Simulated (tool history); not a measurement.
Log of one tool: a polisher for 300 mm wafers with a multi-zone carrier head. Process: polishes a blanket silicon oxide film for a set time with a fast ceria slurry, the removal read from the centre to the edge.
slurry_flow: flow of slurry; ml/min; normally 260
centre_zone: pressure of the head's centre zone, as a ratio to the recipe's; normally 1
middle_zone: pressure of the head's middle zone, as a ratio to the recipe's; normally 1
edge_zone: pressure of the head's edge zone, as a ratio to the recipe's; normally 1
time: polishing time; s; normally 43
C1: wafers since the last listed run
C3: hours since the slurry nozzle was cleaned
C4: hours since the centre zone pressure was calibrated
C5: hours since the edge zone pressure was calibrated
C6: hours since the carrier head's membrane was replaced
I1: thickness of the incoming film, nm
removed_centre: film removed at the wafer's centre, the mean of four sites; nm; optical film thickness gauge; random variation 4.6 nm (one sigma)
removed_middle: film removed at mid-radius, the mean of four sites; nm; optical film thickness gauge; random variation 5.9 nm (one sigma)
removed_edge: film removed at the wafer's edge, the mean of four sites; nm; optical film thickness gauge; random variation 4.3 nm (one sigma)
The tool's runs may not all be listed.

run 1 hour=0 | slurry_flow=260 centre_zone=1 middle_zone=1 edge_zone=1 time=43 | C1=0 wafers_polished_on_this_pad=1772 C3=174.6 C4=624.4 C5=199 C6=1521.5 | I1=2176.5 | removed_centre=407 removed_middle=412.2 removed_edge=417.2
run 2 hour=24.8 | slurry_flow=260 centre_zone=1 middle_zone=1 edge_zone=1 time=43 | C1=453 wafers_polished_on_this_pad=2225 C3=199.4 C4=649.2 C5=223.8 C6=1546.3 | I1=2137.5 | removed_centre=410.9 removed_middle=418.3 removed_edge=417
run 3 hour=62.5 | slurry_flow=260 centre_zone=1 middle_zone=1 edge_zone=1 time=43 | C1=690 wafers_polished_on_this_pad=2916 C3=237.1 C4=686.9 C5=261.5 C6=1584 | I1=2140.6 | removed_centre=401.2 removed_middle=414.2 removed_edge=414
run 4 hour=96.6 | slurry_flow=260 centre_zone=1 middle_zone=1 edge_zone=1 time=43 | C1=624 wafers_polished_on_this_pad=3540 C3=271.2 C4=721 C5=295.6 C6=1618.1 | I1=2170.1 | removed_centre=400.4 removed_middle=404.7 removed_edge=411.8
run 5 hour=142.3 | slurry_flow=260 centre_zone=0.94 middle_zone=0.92 edge_zone=1 time=43 | C1=836 wafers_polished_on_this_pad=4376 C3=316.9 C4=766.7 C5=341.3 C6=1663.8 | I1=2178.7 | removed_centre=366.7 removed_middle=372.1 removed_edge=405.9
run 6 hour=173.2 | slurry_flow=260 centre_zone=1 middle_zone=1 edge_zone=1 time=53 | C1=565 wafers_polished_on_this_pad=4942 C3=347.8 C4=797.6 C5=372.2 C6=1694.7 | I1=2213.5 | removed_centre=466.2 removed_middle=479.4 removed_edge=487.9
run 7 hour=202.6 | slurry_flow=260 centre_zone=1 middle_zone=1 edge_zone=1.06 time=43 | C1=538 wafers_polished_on_this_pad=5480 C3=377.2 C4=827 C5=401.6 C6=1724.1 | I1=2149.6 | removed_centre=378.9 removed_middle=383.3 removed_edge=403.1
-- hour=247.3 carrier head's membrane replaced by a new one
-- hour=247.9 edge zone pressure recalibrated
-- hour=250.8 worn pad replaced by a new one
-- hour=258.5 slurry nozzle cleaned
run 8 hour=272.7 | slurry_flow=235 centre_zone=1 middle_zone=1 edge_zone=0.95 time=54 | C1=1109 wafers_polished_on_this_pad=382 C3=14.2 C4=897.1 C5=24.8 C6=25.4 | I1=2167.3 | removed_centre=522.3 removed_middle=531.3 removed_edge=521.8
run 9 hour=306.6 | slurry_flow=260 centre_zone=1 middle_zone=1 edge_zone=0.94 time=43 | C1=620 wafers_polished_on_this_pad=1002 C3=48.1 C4=931 C5=58.7 C6=59.3 | I1=2160.4 | removed_centre=411.7 removed_middle=407.3 removed_edge=411
run 10 hour=347 | slurry_flow=260 centre_zone=1 middle_zone=0.96 edge_zone=1 time=43 | C1=739 wafers_polished_on_this_pad=1742 C3=88.5 C4=971.4 C5=99.1 C6=99.7 | I1=2187.3 | removed_centre=415.1 removed_middle=408.4 removed_edge=418.2
run 11 hour=406.9 | slurry_flow=260 centre_zone=1 middle_zone=1 edge_zone=1 time=43 | C1=1096 wafers_polished_on_this_pad=2838 C3=148.4 C4=1031.3 C5=159 C6=159.6 | I1=2191.2 | removed_centre=402.4 removed_middle=404.3 removed_edge=420.4
run 12 hour=464.8 | slurry_flow=260 centre_zone=1.07 middle_zone=1 edge_zone=0.91 time=43 | C1=1059 wafers_polished_on_this_pad=3898 C3=206.3 C4=1089.2 C5=216.9 C6=217.5 | I1=2153 | removed_centre=427.7 removed_middle=403.8 removed_edge=386.7

Forecast run 13:
run 13 hour=596 | slurry_flow=340 centre_zone=1 middle_zone=1 edge_zone=1 time=38 | C1=2401 wafers_polished_on_this_pad=6300 C3=337.5 C4=1220.4 C5=348.1 C6=348.7 | I1=2147.7 | removed_centre=? removed_middle=? removed_edge=?

removed_centre: 340.1 nm
removed_middle: 337.2 nm
removed_edge: 340.7 nm
Without the tool's hidden state the same run would have given removed_centre 382 nm, removed_middle 378.7 nm, removed_edge 382.6 nm.
